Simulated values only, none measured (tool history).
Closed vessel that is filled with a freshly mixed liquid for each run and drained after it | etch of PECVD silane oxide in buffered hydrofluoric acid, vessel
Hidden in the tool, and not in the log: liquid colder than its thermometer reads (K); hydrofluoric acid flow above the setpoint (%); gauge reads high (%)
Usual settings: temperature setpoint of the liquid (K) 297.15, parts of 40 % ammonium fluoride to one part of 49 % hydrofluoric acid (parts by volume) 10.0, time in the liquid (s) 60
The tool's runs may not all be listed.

run     day  temperature setpoint of the liquid (K)  parts of 40 % ammonium fluoride to one part of 49 % hydrofluoric acid (parts by volume)  time in the liquid (s)  wafers since the last listed run  hours since the thermometer was replaced  hours since the hydrofluoric acid flow meter was replaced  hours since the gauge calibration  read-back film thickness of the PECVD silane oxide reference wafer, read on the same gauge (nm)  thickness taken off the PECVD silane oxide on a monitor wafer (Å)
  1   0.000                                  297.15                                                                                     11.0                      60                                 0                                     641.3                                                      947.4                             2410.3                                                                                           120.01                                                             1745.3
  2   1.925                                  297.15                                                                                     11.0                      60                              4830                                     687.5                                                      993.6                             2456.5                                                                                           120.02                                                             1737.8
  3   4.667                                  297.15                                                                                     11.0                      60                              6879                                     753.3                                                     1059.4                             2522.3                                                                                           119.99                                                             1709.1
  4   7.729                                  297.15                                                                                     10.0                      60                              7684                                     826.8                                                     1132.9                             2595.8                                                                                           119.98                                                             1880.6
  5  11.629                                  297.15                                                                                     10.0                      60                              9786                                     920.4                                                     1226.5                             2689.4                                                                                           119.99                                                             1865.5
     15.312  -- thermometer replaced
  6  15.483                                  297.15                                                                                     10.0                      60                              9566                                       4.1                                                     1319.0                             2781.9                                                                                           120.00                                                             2005.8
  7  18.362                                  297.15                                                                                     10.0                      60                              7224                                      73.2                                                     1388.1                             2851.0                                                                                           120.01                                                             1969.8
  8  20.838                                  297.15                                                                                     10.0                      60                              6210                                     132.6                                                     1447.5                             2910.4                                                                                           120.00                                                             1970.0
  9  22.521                                  297.15                                                                                     10.0                      60                              4223                                     173.0                                                     1487.9                             2950.8                                                                                           119.99                                                             1959.4
 10  26.533                                  297.15                                                                                     10.0                      60                             10068                                     269.3                                                     1584.2                             3047.1                                                                                           120.04                                                             1956.0
 11  28.658                                  297.15                                                                                     10.0                      60                              5332                                     320.3                                                     1635.2                             3098.1                                                                                           120.00                                                             1945.8
 12  31.283                                  297.15                                                                                     10.0                      60                              6586                                     383.3                                                     1698.2                             3161.1                                                                                           120.00                                                             1958.9
 13  33.388                                  297.15                                                                                     10.0                      60                              5279                                     433.8                                                     1748.7                             3211.6                                                                                           120.01                                                             1943.1
     36.854  -- gauge calibrated
 14  37.383                                  297.15                                                                                     10.0                      60                             10026                                     529.7                                                     1844.6                               12.7                                                                                           119.98                                                             1923.3
 15  39.175                                  297.15                                                                                     10.0                      60                              4495                                     572.7                                                     1887.6                               55.7                                                                                           120.02                                                             1917.0
 16  43.262                                  298.65                                                                                     10.0                      40                             10256                                     670.8                                                     1985.7                              153.8                                                                                           119.98                                                             1370.4
 17  45.604                                  297.15                                                                                      7.5                      90                              5875                                     727.0                                                     2041.9                              210.0                                                                                           119.98                                                             3688.8
 18  48.529                                  299.15                                                                                     13.0                      80                              7339                                     797.2                                                     2112.1                              280.2                                                                                           119.99                                                             2174.6
     49.846  -- thermometer replaced
 19  52.492                                  297.15                                                                                     10.0                      60                              9838                                      63.5                                                     2207.2                              375.3                                                                                           120.00                                                             1951.7
 20  54.888                                  297.15                                                                                      7.5                      35                              6011                                     121.0                                                     2264.7                              432.8                                                                                           119.98                                                             1497.8
 21  59.021                                  297.15                                                                                      7.0                      80                             10371                                     220.2                                                     2363.9                              532.0                                                                                           120.03                                                             3620.7
 22  60.800                                  297.15                                                                                     10.0                      60                              4464                                     262.9                                                     2406.6                              574.7                                                                                           120.00                                                             1964.9
     62.879  -- hydrofluoric acid flow meter replaced
 23  62.979                                  300.15                                                                                      7.5                      35                              5363                                     315.2                                                        2.4                              627.0                                                                                           119.98                                                             1728.9
 24  67.050                                  298.65                                                                                      8.0                      50                             10214                                     412.9                                                      100.1                              724.7                                                                                           120.05                                                             2120.6
 25  69.042                                  297.15                                                                                     10.0                      60                              4997                                     460.7                                                      147.9                              772.5                                                                                           120.01                                                             1914.6
 26  70.742                                  302.15                                                                                      9.0                      50                              4265                                     501.5                                                      188.7                              813.3                                                                                           120.03                                                             2234.6
 27  74.196                                  295.65                                                                                      7.0                      60                              8667                                     584.4                                                      271.6                              896.2                                                                                           120.04                                                             2450.7
 28  78.475                                  293.65                                                                                      6.5                      90                             10737                                     687.1                                                      374.3                              998.9                                                                                           119.94                                                             3475.9
 29  82.925                                  293.15                                                                                     13.5                      95                             11166                                     793.9                                                      481.1                             1105.7                                                                                           120.00                                                             1762.4
 30  85.308                                  297.15                                                                                     10.0                      60                              5980                                     851.1                                                      538.3                             1162.9                                                                                           119.99                                                             1885.4
 31  89.575                                  295.65                                                                                      6.5                      40                             10706                                     953.5                                                      640.7                             1265.3                                                                                           120.00                                                             1704.6

Measured less the same run without the tool's hidden state. The same run-to-run variation is in both; the gauge's scatter may not be:
run  thickness taken off the PECVD silane oxide on a monitor wafer (Å)
  1                                                              -84.0
  2                                                              -88.7
  3                                                              -96.1
  4                                                             -115.5
  5                                                             -126.7
  6                                                               -2.2
  7                                                              -11.9
  8                                                              -19.5
  9                                                              -24.7
 10                                                              -37.7
 11                                                              -44.1
 12                                                              -53.2
 13                                                              -59.2
 14                                                              -71.7
 15                                                              -78.0
 16                                                              -64.5
 17                                                             -190.1
 18                                                             -120.8
 19                                                              -22.5
 20                                                              -23.0
 21                                                              -79.9
 22                                                              -48.9
 23                                                              -48.7
 24                                                              -74.6
 25                                                              -74.6
 26                                                              -90.4
 27                                                             -117.6
 28                                                             -195.7
 29                                                             -113.6
 30                                                             -125.8
 31                                                             -127.9
